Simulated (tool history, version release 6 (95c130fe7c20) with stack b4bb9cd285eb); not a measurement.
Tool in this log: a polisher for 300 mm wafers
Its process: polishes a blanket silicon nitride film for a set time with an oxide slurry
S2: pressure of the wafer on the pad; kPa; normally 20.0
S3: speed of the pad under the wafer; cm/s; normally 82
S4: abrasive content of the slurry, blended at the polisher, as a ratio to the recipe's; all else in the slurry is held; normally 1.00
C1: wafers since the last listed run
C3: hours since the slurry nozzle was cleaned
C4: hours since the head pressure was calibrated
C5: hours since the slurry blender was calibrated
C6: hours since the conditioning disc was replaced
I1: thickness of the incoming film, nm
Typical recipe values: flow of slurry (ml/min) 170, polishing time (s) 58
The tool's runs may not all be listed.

{"run": 1, "day": 0.0, "flow of slurry (ml/min)": 170, "S2": 20.0, "S3": 62, "S4": 1.0, "polishing time (s)": 52, "C1": 0, "wafers polished on this pad": 980, "C3": 454.7, "C4": 1106.6, "C5": 130.0, "C6": 193.1, "I1": 600.6, "film removed (angstrom)": 223}
{"run": 2, "day": 0.438, "flow of slurry (ml/min)": 170, "S2": 20.0, "S3": 62, "S4": 1.0, "polishing time (s)": 52, "C1": 116, "wafers polished on this pad": 1096, "C3": 465.2, "C4": 1117.1, "C5": 140.5, "C6": 203.6, "I1": 584.1, "film removed (angstrom)": 224}
{"run": 3, "day": 0.871, "flow of slurry (ml/min)": 170, "S2": 20.0, "S3": 62, "S4": 1.0, "polishing time (s)": 52, "C1": 115, "wafers polished on this pad": 1212, "C3": 475.6, "C4": 1127.5, "C5": 150.9, "C6": 214.0, "I1": 582.3, "film removed (angstrom)": 223}
{"day": 1.088, "done": "worn pad replaced by a new one"}
{"run": 4, "day": 1.567, "flow of slurry (ml/min)": 170, "S2": 20.0, "S3": 82, "S4": 1.0, "polishing time (s)": 58, "C1": 141, "wafers polished on this pad": 127, "C3": 492.3, "C4": 1144.2, "C5": 167.6, "C6": 230.7, "I1": 592.4, "film removed (angstrom)": 254}
{"run": 5, "day": 1.983, "flow of slurry (ml/min)": 170, "S2": 20.0, "S3": 82, "S4": 1.0, "polishing time (s)": 58, "C1": 111, "wafers polished on this pad": 238, "C3": 502.3, "C4": 1154.2, "C5": 177.6, "C6": 240.7, "I1": 597.6, "film removed (angstrom)": 255}
{"run": 6, "day": 2.562, "flow of slurry (ml/min)": 170, "S2": 20.0, "S3": 82, "S4": 1.0, "polishing time (s)": 58, "C1": 154, "wafers polished on this pad": 393, "C3": 516.2, "C4": 1168.1, "C5": 191.5, "C6": 254.6, "I1": 593.8, "film removed (angstrom)": 254}
{"run": 7, "day": 3.212, "flow of slurry (ml/min)": 170, "S2": 20.0, "S3": 82, "S4": 1.0, "polishing time (s)": 58, "C1": 173, "wafers polished on this pad": 567, "C3": 531.8, "C4": 1183.7, "C5": 207.1, "C6": 270.2, "I1": 578.9, "film removed (angstrom)": 245}
{"day": 3.433, "done": "worn pad replaced by a new one, repeated, since the last time left the tool worse"}
{"day": 3.496, "done": "head pressure recalibrated"}
{"run": 8, "day": 3.821, "flow of slurry (ml/min)": 170, "S2": 20.0, "S3": 82, "S4": 0.85, "polishing time (s)": 58, "C1": 101, "wafers polished on this pad": 86, "C3": 546.4, "C4": 7.8, "C5": 221.7, "C6": 284.8, "I1": 596.9, "film removed (angstrom)": 272}
{"day": 4.146, "done": "conditioning disc replaced and pad reconditioned"}
{"run": 9, "day": 4.471, "flow of slurry (ml/min)": 125, "S2": 22.1, "S3": 66, "S4": 0.7, "polishing time (s)": 58, "C1": 151, "wafers polished on this pad": 237, "C3": 562.0, "C4": 23.4, "C5": 237.3, "C6": 7.8, "I1": 589.4, "film removed (angstrom)": 224}
{"run": 10, "day": 4.75, "flow of slurry (ml/min)": 170, "S2": 20.0, "S3": 82, "S4": 1.0, "polishing time (s)": 58, "C1": 74, "wafers polished on this pad": 312, "C3": 568.7, "C4": 30.1, "C5": 244.0, "C6": 14.5, "I1": 587.6, "film removed (angstrom)": 281}
{"run": 11, "day": 5.054, "flow of slurry (ml/min)": 170, "S2": 20.0, "S3": 82, "S4": 1.0, "polishing time (s)": 58, "C1": 81, "wafers polished on this pad": 393, "C3": 576.0, "C4": 37.4, "C5": 251.3, "C6": 21.8, "I1": 582.1, "film removed (angstrom)": 297}
{"run": 12, "day": 5.446, "flow of slurry (ml/min)": 140, "S2": 20.0, "S3": 66, "S4": 0.75, "polishing time (s)": 45, "C1": 104, "wafers polished on this pad": 498, "C3": 585.4, "C4": 46.8, "C5": 260.7, "C6": 31.2, "I1": 580.6, "film removed (angstrom)": 167}
{"run": 13, "day": 5.792, "flow of slurry (ml/min)": 145, "S2": 20.0, "S3": 82, "S4": 0.85, "polishing time (s)": 75, "C1": 92, "wafers polished on this pad": 590, "C3": 593.7, "C4": 55.1, "C5": 269.0, "C6": 39.5, "I1": 581.6, "film removed (angstrom)": 336}
{"run": 14, "day": 6.458, "flow of slurry (ml/min)": 170, "S2": 20.0, "S3": 82, "S4": 1.0, "polishing time (s)": 58, "C1": 178, "wafers polished on this pad": 768, "C3": 609.7, "C4": 71.1, "C5": 285.0, "C6": 55.5, "I1": 586.9, "film removed (angstrom)": 282}
{"run": 15, "day": 7.0, "flow of slurry (ml/min)": 215, "S2": 20.0, "S3": 82, "S4": 1.0, "polishing time (s)": 58, "C1": 144, "wafers polished on this pad": 913, "C3": 622.7, "C4": 84.1, "C5": 298.0, "C6": 68.5, "I1": 599.4, "film removed (angstrom)": 287}
{"run": 16, "day": 7.483, "flow of slurry (ml/min)": 170, "S2": 20.0, "S3": 98, "S4": 0.9, "polishing time (s)": 76, "C1": 129, "wafers polished on this pad": 1042, "C3": 634.3, "C4": 95.7, "C5": 309.6, "C6": 80.1, "I1": 588.9, "film removed (angstrom)": 379}
{"day": 7.792, "done": "slurry blender recalibrated"}
{"day": 7.8, "done": "worn pad replaced by a new one"}
{"run": 17, "day": 7.879, "flow of slurry (ml/min)": 170, "S2": 20.0, "S3": 90, "S4": 1.2, "polishing time (s)": 58, "C1": 80, "wafers polished on this pad": 20, "C3": 643.8, "C4": 105.2, "C5": 2.1, "C6": 89.6, "I1": 589.5, "film removed (angstrom)": 341}
{"day": 8.017, "done": "slurry nozzle cleaned"}
{"run": 18, "day": 8.404, "flow of slurry (ml/min)": 205, "S2": 20.0, "S3": 92, "S4": 0.8, "polishing time (s)": 39, "C1": 129, "wafers polished on this pad": 149, "C3": 9.3, "C4": 117.8, "C5": 14.7, "C6": 102.2, "I1": 590.0, "film removed (angstrom)": 193}
{"run": 19, "day": 9.058, "flow of slurry (ml/min)": 170, "S2": 20.0, "S3": 82, "S4": 1.0, "polishing time (s)": 58, "C1": 174, "wafers polished on this pad": 324, "C3": 25.0, "C4": 133.5, "C5": 30.4, "C6": 117.9, "I1": 588.3, "film removed (angstrom)": 294}
{"run": 20, "day": 9.8, "flow of slurry (ml/min)": 200, "S2": 15.9, "S3": 56, "S4": 1.0, "polishing time (s)": 58, "C1": 198, "wafers polished on this pad": 522, "C3": 42.8, "C4": 151.3, "C5": 48.2, "C6": 135.7, "I1": 592.5, "film removed (angstrom)": 204}
{"run": 21, "day": 10.167, "flow of slurry (ml/min)": 170, "S2": 20.0, "S3": 82, "S4": 1.0, "polishing time (s)": 58, "C1": 97, "wafers polished on this pad": 620, "C3": 51.6, "C4": 160.1, "C5": 57.0, "C6": 144.5, "I1": 589.9, "film removed (angstrom)": 292}
{"run": 22, "day": 10.488, "flow of slurry (ml/min)": 170, "S2": 20.0, "S3": 82, "S4": 1.0, "polishing time (s)": 58, "C1": 85, "wafers polished on this pad": 706, "C3": 59.3, "C4": 167.8, "C5": 64.7, "C6": 152.2, "I1": 591.4, "film removed (angstrom)": 280}
{"run": 23, "day": 11.029, "flow of slurry (ml/min)": 170, "S2": 20.0, "S3": 98, "S4": 0.9, "polishing time (s)": 76, "C1": 144, "wafers polished on this pad": 850, "C3": 72.3, "C4": 180.8, "C5": 77.7, "C6": 165.2, "I1": 589.7, "film removed (angstrom)": 376}
{"run": 24, "day": 11.521, "flow of slurry (ml/min)": 170, "S2": 20.0, "S3": 82, "S4": 1.0, "polishing time (s)": 58, "C1": 131, "wafers polished on this pad": 982, "C3": 84.1, "C4": 192.6, "C5": 89.5, "C6": 177.0, "I1": 581.5, "film removed (angstrom)": 284}
{"run": 25, "day": 12.104, "flow of slurry (ml/min)": 170, "S2": 15.9, "S3": 82, "S4": 1.0, "polishing time (s)": 75, "C1": 155, "wafers polished on this pad": 1138, "C3": 98.1, "C4": 206.6, "C5": 103.5, "C6": 191.0, "I1": 591.9, "film removed (angstrom)": 299}
{"run": 26, "day": 12.479, "flow of slurry (ml/min)": 115, "S2": 22.8, "S3": 82, "S4": 1.2, "polishing time (s)": 53, "C1": 100, "wafers polished on this pad": 1238, "C3": 107.1, "C4": 215.6, "C5": 112.5, "C6": 200.0, "I1": 591.9, "film removed (angstrom)": 296}

Predict each of these 4 candidate next runs independently; none follows another, all start after run 26:
{"run": "A", "day": 12.496, "flow of slurry (ml/min)": 170, "S2": 24.8, "S3": 82, "S4": 1.0, "polishing time (s)": 58, "C1": 4, "wafers polished on this pad": 1242, "C3": 107.5, "C4": 216.0, "C5": 112.9, "C6": 200.4, "I1": 603.4, "film removed (angstrom)": "?"}
{"run": "B", "day": 12.496, "flow of slurry (ml/min)": 220, "S2": 26.9, "S3": 82, "S4": 1.2, "polishing time (s)": 50, "C1": 4, "wafers polished on this pad": 1242, "C3": 107.5, "C4": 216.0, "C5": 112.9, "C6": 200.4, "I1": 603.4, "film removed (angstrom)": "?"}
{"run": "C", "day": 12.496, "flow of slurry (ml/min)": 155, "S2": 20.0, "S3": 82, "S4": 1.0, "polishing time (s)": 58, "C1": 4, "wafers polished on this pad": 1242, "C3": 107.5, "C4": 216.0, "C5": 112.9, "C6": 200.4, "I1": 603.4, "film removed (angstrom)": "?"}
{"run": "D", "day": 12.496, "flow of slurry (ml/min)": 170, "S2": 14.5, "S3": 82, "S4": 1.0, "polishing time (s)": 58, "C1": 4, "wafers polished on this pad": 1242, "C3": 107.5, "C4": 216.0, "C5": 112.9, "C6": 200.4, "I1": 603.4, "film removed (angstrom)": "?"}

run=A film_removed_(angstrom)=335
run=B film_removed_(angstrom)=349
run=C film_removed_(angstrom)=275
run=D film_removed_(angstrom)=212
Stripped of hidden state, with their random variation kept, the same runs would have yielded:
run=A film_removed_(angstrom)=361
run=B film_removed_(angstrom)=376
run=C film_removed_(angstrom)=296
run=D film_removed_(angstrom)=229
